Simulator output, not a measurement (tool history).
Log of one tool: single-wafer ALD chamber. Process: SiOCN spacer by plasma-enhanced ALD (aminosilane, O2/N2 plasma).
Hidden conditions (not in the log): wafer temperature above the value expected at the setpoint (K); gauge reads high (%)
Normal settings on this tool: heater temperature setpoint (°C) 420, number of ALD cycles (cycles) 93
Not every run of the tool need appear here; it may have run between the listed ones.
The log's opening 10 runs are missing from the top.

run	hour	heater temperature setpoint (°C)	number of ALD cycles (cycles)	wafers since the last listed run	hours since the last thermocouple change	hours since the gauge calibration	read-back reference wafer on the same gauge, thickness_nm	mean film thickness on the monitor wafer (nm)
# hour 304.1: thermocouple changed; heater temperature recalibrated
11	304.6	432	93	55	0.5	146.2	4.915	4.719
12	328.8	432	93	77	24.7	170.4	4.913	4.731
13	346.8	420	93	57	42.7	188.4	4.904	4.89
14	375.9	420	87	93	71.8	217.5	4.901	4.577
15	390.8	420	87	47	86.7	232.4	4.898	4.552
16	426.4	420	87	113	122.3	268	4.896	4.582
17	448.1	420	93	69	144	289.7	4.892	4.884
18	479.6	407	107	100	175.5	321.2	4.888	5.825
19	512.8	408	100	106	208.7	354.4	4.886	5.402
20	525.2	410	84	39	221.1	366.8	4.887	4.533
21	541	430	107	50	236.9	382.6	4.885	5.463
22	567.8	420	93	85	263.7	409.4	4.887	4.872
23	588.9	420	93	67	284.8	430.5	4.884	4.847
24	616.3	420	82	87	312.2	457.9	4.882	4.303
25	630.1	431	104	44	326	471.7	4.88	5.274
# hour 644.2: gauge calibrated
26	658.5	432	93	90	354.4	14.3	4.949	4.769
27	689.4	420	106	98	385.3	45.2	4.932	5.619
28	723.3	412	111	108	419.2	79.1	4.92	5.982
29	753.5	420	93	96	449.4	109.3	4.913	4.906
30	773.9	424	76	65	469.8	129.7	4.907	3.948
31	803.5	420	93	94	499.4	159.3	4.902	4.899
32	828.4	428	110	79	524.3	184.2	4.89	5.671
33	850.2	407	93	69	546.1	206	4.89	5.032
34	871.4	409	76	67	567.3	227.2	4.886	4.103

Each row is a separate what-if for the run after 34, all from the same tool condition, not one after another. Results?
A	872	420	93	1	567.9	227.8	?	?
B	872	408	111	1	567.9	227.8	?	?
C	872	413	84	1	567.9	227.8	?	?

run	read-back reference wafer on the same gauge, thickness_nm	mean film thickness on the monitor wafer (nm)
A	4.885	4.872
B	4.885	6.01
C	4.885	4.487
Stripped of hidden state, with their random variation kept, the same runs would have yielded:
run	mean film thickness on the monitor wafer (nm)
A	4.964
B	6.125
C	4.572

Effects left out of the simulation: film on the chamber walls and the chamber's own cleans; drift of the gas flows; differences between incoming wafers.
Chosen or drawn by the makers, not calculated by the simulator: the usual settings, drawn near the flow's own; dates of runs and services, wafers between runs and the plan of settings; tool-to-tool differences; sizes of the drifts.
